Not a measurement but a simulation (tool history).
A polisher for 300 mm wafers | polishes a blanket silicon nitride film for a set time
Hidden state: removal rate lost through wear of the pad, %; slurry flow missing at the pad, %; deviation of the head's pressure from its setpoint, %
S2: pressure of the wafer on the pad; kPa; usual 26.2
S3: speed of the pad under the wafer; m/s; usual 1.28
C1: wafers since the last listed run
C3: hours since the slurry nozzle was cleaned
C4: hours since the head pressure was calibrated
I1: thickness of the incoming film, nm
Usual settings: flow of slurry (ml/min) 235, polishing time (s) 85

run 1 hour=0.0 | flow_of_slurry_(ml/min)=235 S2=26.2 S3=1.28 polishing_time_(s)=85 | C1=0 wafers_polished_on_this_pad=2862 C3=375.5 C4=704.7 | I1=570.4 | film_removed_(nm)=199.8
-- hour=23.2 worn pad replaced by a new one
run 2 hour=50.3 | flow_of_slurry_(ml/min)=235 S2=19.3 S3=1.28 polishing_time_(s)=85 | C1=274 wafers_polished_on_this_pad=160 C3=425.8 C4=755.0 | I1=562.3 | film_removed_(nm)=161.7
run 3 hour=81.6 | flow_of_slurry_(ml/min)=235 S2=26.2 S3=1.28 polishing_time_(s)=85 | C1=185 wafers_polished_on_this_pad=345 C3=457.1 C4=786.3 | I1=567.6 | film_removed_(nm)=214.4
run 4 hour=111.4 | flow_of_slurry_(ml/min)=235 S2=26.2 S3=1.28 polishing_time_(s)=85 | C1=176 wafers_polished_on_this_pad=522 C3=486.9 C4=816.1 | I1=567.3 | film_removed_(nm)=214.1
-- hour=119.4 slurry nozzle cleaned
run 5 hour=168.0 | flow_of_slurry_(ml/min)=235 S2=20.0 S3=1.28 polishing_time_(s)=85 | C1=329 wafers_polished_on_this_pad=851 C3=48.6 C4=872.7 | I1=565.6 | film_removed_(nm)=164.0
run 6 hour=196.8 | flow_of_slurry_(ml/min)=235 S2=26.2 S3=1.28 polishing_time_(s)=85 | C1=170 wafers_polished_on_this_pad=1021 C3=77.4 C4=901.5 | I1=556.0 | film_removed_(nm)=212.5
-- hour=227.1 head pressure recalibrated
run 7 hour=261.3 | flow_of_slurry_(ml/min)=235 S2=26.2 S3=1.28 polishing_time_(s)=85 | C1=370 wafers_polished_on_this_pad=1391 C3=141.9 C4=34.2 | I1=568.0 | film_removed_(nm)=207.3
run 8 hour=328.8 | flow_of_slurry_(ml/min)=235 S2=26.2 S3=1.28 polishing_time_(s)=85 | C1=399 wafers_polished_on_this_pad=1791 C3=209.4 C4=101.7 | I1=564.7 | film_removed_(nm)=207.6
run 9 hour=389.4 | flow_of_slurry_(ml/min)=235 S2=26.2 S3=1.28 polishing_time_(s)=85 | C1=358 wafers_polished_on_this_pad=2150 C3=270.0 C4=162.3 | I1=561.9 | film_removed_(nm)=204.7
run 10 hour=458.0 | flow_of_slurry_(ml/min)=235 S2=26.2 S3=1.28 polishing_time_(s)=85 | C1=406 wafers_polished_on_this_pad=2556 C3=338.6 C4=230.9 | I1=552.7 | film_removed_(nm)=205.5
run 11 hour=572.9 | flow_of_slurry_(ml/min)=235 S2=26.2 S3=1.28 polishing_time_(s)=85 | C1=680 wafers_polished_on_this_pad=3236 C3=453.5 C4=345.8 | I1=558.2 | film_removed_(nm)=201.3
-- hour=587.3 worn pad replaced by a new one
-- hour=589.1 slurry nozzle cleaned
run 12 hour=631.2 | flow_of_slurry_(ml/min)=235 S2=26.2 S3=1.28 polishing_time_(s)=85 | C1=315 wafers_polished_on_this_pad=254 C3=42.1 C4=404.1 | I1=559.9 | film_removed_(nm)=215.9
run 13 hour=662.2 | flow_of_slurry_(ml/min)=235 S2=26.2 S3=1.28 polishing_time_(s)=85 | C1=183 wafers_polished_on_this_pad=437 C3=73.1 C4=435.1 | I1=563.4 | film_removed_(nm)=212.5
run 14 hour=860.2 | flow_of_slurry_(ml/min)=235 S2=26.2 S3=1.28 polishing_time_(s)=85 | C1=1172 wafers_polished_on_this_pad=1609 C3=271.1 C4=633.1 | I1=558.6 | film_removed_(nm)=209.1
run 15 hour=897.7 | flow_of_slurry_(ml/min)=235 S2=26.2 S3=1.52 polishing_time_(s)=85 | C1=222 wafers_polished_on_this_pad=1831 C3=308.6 C4=670.6 | I1=558.2 | film_removed_(nm)=236.5
run 16 hour=942.7 | flow_of_slurry_(ml/min)=235 S2=20.7 S3=1.02 polishing_time_(s)=108 | C1=266 wafers_polished_on_this_pad=2098 C3=353.6 C4=715.6 | I1=557.1 | film_removed_(nm)=173.9
run 17 hour=983.3 | flow_of_slurry_(ml/min)=235 S2=26.2 S3=1.28 polishing_time_(s)=85 | C1=240 wafers_polished_on_this_pad=2338 C3=394.2 C4=756.2 | I1=554.6 | film_removed_(nm)=203.2
run 18 hour=1027.5 | flow_of_slurry_(ml/min)=235 S2=26.2 S3=1.28 polishing_time_(s)=85 | C1=261 wafers_polished_on_this_pad=2600 C3=438.4 C4=800.4 | I1=556.0 | film_removed_(nm)=201.1

Run 19 comes next. What will it give?
run 19 hour=1056.7 | flow_of_slurry_(ml/min)=235 S2=34.5 S3=1.58 polishing_time_(s)=58 | C1=172 wafers_polished_on_this_pad=2773 C3=467.6 C4=829.6 | I1=560.7 | film_removed_(nm)=?

film removed (nm): 211.8
Without the tool's hidden state the same run would have given film removed (nm) 226.1.

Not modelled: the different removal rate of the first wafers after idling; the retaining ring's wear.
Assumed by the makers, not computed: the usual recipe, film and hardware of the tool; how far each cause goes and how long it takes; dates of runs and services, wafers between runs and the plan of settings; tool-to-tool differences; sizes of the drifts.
